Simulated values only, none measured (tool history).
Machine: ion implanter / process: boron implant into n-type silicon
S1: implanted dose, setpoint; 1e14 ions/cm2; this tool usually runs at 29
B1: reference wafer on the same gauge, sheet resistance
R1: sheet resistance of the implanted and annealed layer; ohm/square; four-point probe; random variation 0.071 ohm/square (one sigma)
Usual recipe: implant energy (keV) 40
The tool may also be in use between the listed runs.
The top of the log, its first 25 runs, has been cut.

run 26 day=32.217 | S1=29 implant_energy_(keV)=53 | B1=52.4 | R1=45.67
run 27 day=33.296 | S1=29 implant_energy_(keV)=44 | B1=52.39 | R1=46.96
run 28 day=33.888 | S1=26.81 implant_energy_(keV)=31 | B1=52.39 | R1=52.96
run 29 day=34.692 | S1=35.13 implant_energy_(keV)=47 | B1=52.39 | R1=41.58
run 30 day=35.733 | S1=29 implant_energy_(keV)=40 | B1=52.41 | R1=47.74
run 31 day=36.596 | S1=20.71 implant_energy_(keV)=52.5 | B1=52.41 | R1=57.76
run 32 day=37.292 | S1=32.16 implant_energy_(keV)=28 | B1=52.4 | R1=50.52
run 33 day=37.862 | S1=29 implant_energy_(keV)=40 | B1=52.39 | R1=47.93
run 34 day=38.971 | S1=29 implant_energy_(keV)=48.5 | B1=52.4 | R1=46.29
run 35 day=40.138 | S1=20.99 implant_energy_(keV)=45 | B1=52.4 | R1=57.99
run 36 day=41.338 | S1=34.13 implant_energy_(keV)=50.5 | B1=52.4 | R1=41.92

3 ways to go on from here, each from the tool as it stands after run 36. What would each give?
run A day=41.354 | S1=29 implant_energy_(keV)=51.5 | B1=? | R1=?
run B day=41.354 | S1=31.76 implant_energy_(keV)=53.5 | B1=? | R1=?
run C day=41.354 | S1=33.92 implant_energy_(keV)=32 | B1=? | R1=?

run=A B1=52.4 R1=45.97
run=B B1=52.4 R1=43.24
run=C B1=52.4 R1=47.26
What these runs would have given with no unlogged condition in the tool:
run=A R1=45.43
run=B R1=42.75
run=C R1=46.91
